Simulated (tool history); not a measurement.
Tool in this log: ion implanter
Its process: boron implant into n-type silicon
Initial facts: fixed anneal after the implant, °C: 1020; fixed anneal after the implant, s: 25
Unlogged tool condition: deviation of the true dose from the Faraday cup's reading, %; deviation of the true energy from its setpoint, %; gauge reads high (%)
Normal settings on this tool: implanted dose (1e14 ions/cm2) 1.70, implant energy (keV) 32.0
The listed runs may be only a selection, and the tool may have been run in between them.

run     day  implanted dose (1e14 ions/cm2)  implant energy (keV)  wafers since the last listed run  hours since the last dose calibration  hours since the extraction supply was calibrated  hours since the gauge calibration  read-back reference wafer on the same gauge, sheet resistance  sheet resistance of the implanted and annealed layer (ohm/square)
  1   0.000                            1.70                  32.0                                 0                                  670.6                                            4437.1                              775.9                                                         414.23                                                             434.05
  2   1.304                            1.49                  32.0                               250                                  701.9                                            4468.4                              807.2                                                         413.99                                                             481.32
  3   4.238                            1.49                  32.0                               563                                  772.3                                            4538.8                              877.6                                                         414.24                                                             480.43
  4   6.962                            1.70                  32.0                               523                                  837.7                                            4604.2                              943.0                                                         413.94                                                             436.44
  5   8.854                            1.70                  32.0                               363                                  883.1                                            4649.6                              988.4                                                         414.27                                                             436.38
  6  11.029                            1.70                  32.0                               418                                  935.3                                            4701.8                             1040.6                                                         414.03                                                             433.82
  7  13.242                            1.70                  32.0                               425                                  988.4                                            4754.9                             1093.7                                                         414.00                                                             433.70
     13.975  -- Faraday cup replaced and dose calibrated
  8  15.771                            1.70                  40.5                               422                                   43.1                                            4815.6                             1154.4                                                         413.91                                                             420.81
  9  16.842                            2.08                  36.0                               205                                   68.8                                            4841.3                             1180.1                                                         414.08                                                             368.60
     18.408  -- extraction supply calibrated
 10  19.512                            2.04                  32.0                               449                                  132.9                                              26.5                             1244.2                                                         414.00                                                             377.71
 11  22.100                            2.12                  32.0                               497                                  195.0                                              88.6                             1306.3                                                         414.09                                                             366.18

Run 12 is up next; what results do you expect?
     22.758  -- gauge calibrated
 12  25.029                            1.92                  27.0                               563                                  265.3                                             158.9                               54.5                                                              ?                                                                  ?

{"run 12": {"read-back reference wafer on the same gauge, sheet resistance": 413.93, "sheet resistance of the implanted and annealed layer (ohm/square)": 405.94}}
Had the tool carried no hidden state, the very same run would have given sheet resistance of the implanted and annealed layer (ohm/square) 405.94.

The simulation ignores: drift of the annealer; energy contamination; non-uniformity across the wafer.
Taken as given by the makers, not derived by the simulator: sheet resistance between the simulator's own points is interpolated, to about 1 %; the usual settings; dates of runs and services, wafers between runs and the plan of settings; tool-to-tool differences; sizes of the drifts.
